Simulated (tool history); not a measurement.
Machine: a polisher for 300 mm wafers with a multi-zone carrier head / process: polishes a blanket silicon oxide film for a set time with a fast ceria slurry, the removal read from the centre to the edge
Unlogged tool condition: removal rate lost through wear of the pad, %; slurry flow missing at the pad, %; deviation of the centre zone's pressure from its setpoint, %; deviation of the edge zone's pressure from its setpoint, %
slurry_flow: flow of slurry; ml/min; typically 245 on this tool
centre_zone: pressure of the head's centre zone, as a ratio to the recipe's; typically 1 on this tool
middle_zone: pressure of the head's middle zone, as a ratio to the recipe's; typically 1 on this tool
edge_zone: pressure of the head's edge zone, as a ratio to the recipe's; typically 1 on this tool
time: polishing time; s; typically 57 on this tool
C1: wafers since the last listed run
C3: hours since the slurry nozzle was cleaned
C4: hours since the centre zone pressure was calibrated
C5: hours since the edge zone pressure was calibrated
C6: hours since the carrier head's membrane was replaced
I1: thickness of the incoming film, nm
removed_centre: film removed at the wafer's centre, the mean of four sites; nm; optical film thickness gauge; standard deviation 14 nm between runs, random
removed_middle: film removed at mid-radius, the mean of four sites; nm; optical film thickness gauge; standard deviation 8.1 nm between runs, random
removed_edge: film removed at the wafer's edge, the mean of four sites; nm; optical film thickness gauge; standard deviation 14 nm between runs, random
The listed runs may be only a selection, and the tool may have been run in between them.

Run 1, hour 0: usual settings but middle_zone 0.95, edge_zone 1.03; C1 0; wafers polished on this pad 233; C3 379.5; C4 138.4; C5 1137.9; C6 503.4; I1 3481.4. Result: removed_centre 889.8 nm, removed_middle 870.6 nm, removed_edge 962.4 nm.
Run 2, hour 24.9: usual settings but middle_zone 0.95, edge_zone 1.03; C1 243; wafers polished on this pad 476; C3 404.4; C4 163.3; C5 1162.8; C6 528.3; I1 3478.3. Result: removed_centre 910.2 nm, removed_middle 855.1 nm, removed_edge 949.8 nm.
Run 3, hour 47.9: usual settings but slurry_flow 165 ml/min, middle_zone 1.05, edge_zone 1.1, time 48 s; C1 224; wafers polished on this pad 701; C3 427.4; C4 186.3; C5 1185.8; C6 551.3; I1 3425.1. Result: removed_centre 672.1 nm, removed_middle 699.5 nm, removed_edge 758.9 nm.
At hour 71.6: slurry nozzle cleaned.
Run 4, hour 81.5: usual settings; C1 318; wafers polished on this pad 1019; C3 9.9; C4 219.9; C5 1219.4; C6 584.9; I1 3506.8. Result: removed_centre 894.5 nm, removed_middle 889.6 nm, removed_edge 899 nm.
Run 5, hour 107.2: usual settings but middle_zone 0.96; C1 250; wafers polished on this pad 1270; C3 35.6; C4 245.6; C5 1245.1; C6 610.6; I1 3474.1. Result: removed_centre 871.6 nm, removed_middle 842.8 nm, removed_edge 911.4 nm.
At hour 141: edge zone pressure recalibrated.
Run 6, hour 143.1: usual settings but time 41 s; C1 331; wafers polished on this pad 1601; C3 71.5; C4 281.5; C5 2.1; C6 646.5; I1 3513.8. Result: removed_centre 592.9 nm, removed_middle 601.9 nm, removed_edge 633.6 nm.
Run 7, hour 171: usual settings but edge_zone 0.94, time 68 s; C1 272; wafers polished on this pad 1874; C3 99.4; C4 309.4; C5 30; C6 674.4; I1 3456. Result: removed_centre 979.3 nm, removed_middle 978.8 nm, removed_edge 1008.7 nm.
At hour 180.6: worn pad replaced by a new one.
Run 8, hour 206.4: usual settings; C1 306; wafers polished on this pad 251; C3 134.8; C4 344.8; C5 65.4; C6 709.8; I1 3459.5. Result: removed_centre 928.5 nm, removed_middle 920 nm, removed_edge 935.9 nm.
Run 9, hour 233.3: usual settings but centre_zone 0.95, middle_zone 1.07, edge_zone 1.12; C1 262; wafers polished on this pad 514; C3 161.7; C4 371.7; C5 92.3; C6 736.7; I1 3454.9. Result: removed_centre 856.4 nm, removed_middle 974.8 nm, removed_edge 983.2 nm.
Run 10, hour 266.3: usual settings but centre_zone 1.11, middle_zone 1.08, edge_zone 0.96, time 66 s; C1 322; wafers polished on this pad 836; C3 194.7; C4 404.7; C5 125.3; C6 769.7; I1 3418.7. Result: removed_centre 1141.7 nm, removed_middle 1119.4 nm, removed_edge 1029.1 nm.
At hour 276: carrier head's membrane replaced by a new one.
Run 11, hour 287.8: usual settings but slurry_flow 180 ml/min, centre_zone 1.1, middle_zone 0.95; C1 161; wafers polished on this pad 997; C3 216.2; C4 426.2; C5 146.8; C6 11.8; I1 3543.5. Result: removed_centre 891.4 nm, removed_middle 789.2 nm, removed_edge 869.5 nm.
Run 12, hour 305.9: usual settings but centre_zone 0.89, middle_zone 0.91, edge_zone 1.09, time 74 s; C1 176; wafers polished on this pad 1174; C3 234.3; C4 444.3; C5 164.9; C6 29.9; I1 3482. Result: removed_centre 998.7 nm, removed_middle 1062.4 nm, removed_edge 1213.1 nm.
Run 13, hour 341.7: usual settings; C1 349; wafers polished on this pad 1524; C3 270.1; C4 480.1; C5 200.7; C6 65.7; I1 3508.7. Result: removed_centre 830.5 nm, removed_middle 842.3 nm, removed_edge 868.7 nm.
Run 14, hour 370.1: usual settings but centre_zone 0.94, middle_zone 1.09, edge_zone 1.11, time 42 s; C1 277; wafers polished on this pad 1801; C3 298.5; C4 508.5; C5 229.1; C6 94.1; I1 3418.9. Result: removed_centre 573.8 nm, removed_middle 655.2 nm, removed_edge 664 nm.
At hour 377.8: worn pad replaced by a new one.
Run 15, hour 402.1: usual settings but slurry_flow 290 ml/min, middle_zone 1.08, edge_zone 0.93, time 44 s; C1 273; wafers polished on this pad 236; C3 330.5; C4 540.5; C5 261.1; C6 126.1; I1 3495.2. Result: removed_centre 705.2 nm, removed_middle 763.2 nm, removed_edge 702.7 nm.
Run 16, hour 433.4: usual settings but slurry_flow 185 ml/min, centre_zone 0.9, edge_zone 0.97, time 38 s; C1 305; wafers polished on this pad 542; C3 361.8; C4 571.8; C5 292.4; C6 157.4; I1 3502.7. Result: removed_centre 500.4 nm, removed_middle 562.8 nm, removed_edge 581.6 nm.
Run 17, hour 448.3: usual settings but slurry_flow 305 ml/min, edge_zone 1.06, time 47 s; C1 145; wafers polished on this pad 688; C3 376.7; C4 586.7; C5 307.3; C6 172.3; I1 3531.3. Result: removed_centre 752.7 nm, removed_middle 752.2 nm, removed_edge 808.7 nm.
Run 18, hour 473.5: usual settings but slurry_flow 165 ml/min, edge_zone 0.95; C1 246; wafers polished on this pad 934; C3 401.9; C4 611.9; C5 332.5; C6 197.5; I1 3527.8. Result: removed_centre 776.4 nm, removed_middle 807.9 nm, removed_edge 828 nm.
Run 19, hour 496.8: usual settings; C1 227; wafers polished on this pad 1161; C3 425.2; C4 635.2; C5 355.8; C6 220.8; I1 3461.7. Result: removed_centre 853.6 nm, removed_middle 874.8 nm, removed_edge 903.5 nm.
Run 20, hour 512.1: usual settings but centre_zone 0.91, middle_zone 1.07; C1 149; wafers polished on this pad 1311; C3 440.5; C4 650.5; C5 371.1; C6 236.1; I1 3542.1. Result: removed_centre 773.2 nm, removed_middle 921.3 nm, removed_edge 911 nm.
Run 21, hour 544.1: usual settings but time 69 s; C1 312; wafers polished on this pad 1623; C3 472.5; C4 682.5; C5 403.1; C6 268.1; I1 3487. Result: removed_centre 1012.4 nm, removed_middle 1019.9 nm, removed_edge 1047.3 nm.
Run 22, hour 578.5: usual settings but centre_zone 1.1; C1 335; wafers polished on this pad 1959; C3 506.9; C4 716.9; C5 437.5; C6 302.5; I1 3498.3. Result: removed_centre 897.2 nm, removed_middle 808 nm, removed_edge 826.5 nm.

For each entry between runs, how does the tool's hidden state at the last listed run before it compare with that at the first listed run after it?
Runs 3 to 4: slurry nozzle cleaned (hour 71.6)
  removal rate lost through wear of the pad, %: 2 -> 3.48
  what was measured, less what the result would be without the hidden state, removed_centre: -13.8 -> -32.3 nm; removed_middle: -14.3 -> -32.1 nm; removed_edge: -15.5 -> -32.4 nm
Runs 5 to 6: edge zone pressure recalibrated (hour 141)
  removal rate lost through wear of the pad, %: 5 -> 7.66
  what was measured, less what the result would be without the hidden state, removed_centre: -45.9 -> -49.2 nm; removed_middle: -44.4 -> -49.9 nm; removed_edge: -47.9 -> -52.6 nm
Runs 7 to 8: worn pad replaced by a new one (hour 180.6)
  removal rate lost through wear of the pad, %: 10.2 -> 0.901
  what was measured, less what the result would be without the hidden state, removed_centre: -111 -> -8.4 nm; removed_middle: -110.9 -> -8.4 nm; removed_edge: -114.3 -> -8.5 nm
Runs 10 to 11: carrier head's membrane replaced by a new one (hour 276)
  removal rate lost through wear of the pad, %: 2.56 -> 3.6
  what was measured, less what the result would be without the hidden state, removed_centre: -30.1 -> -33.3 nm; removed_middle: -29.4 -> -29.4 nm; removed_edge: -27.1 -> -32.4 nm
Runs 14 to 15: worn pad replaced by a new one (hour 377.8)
  removal rate lost through wear of the pad, %: 9.68 -> 1.39
  what was measured, less what the result would be without the hidden state, removed_centre: -61.5 -> -10 nm; removed_middle: -70.2 -> -10.8 nm; removed_edge: -71.1 -> -10 nm

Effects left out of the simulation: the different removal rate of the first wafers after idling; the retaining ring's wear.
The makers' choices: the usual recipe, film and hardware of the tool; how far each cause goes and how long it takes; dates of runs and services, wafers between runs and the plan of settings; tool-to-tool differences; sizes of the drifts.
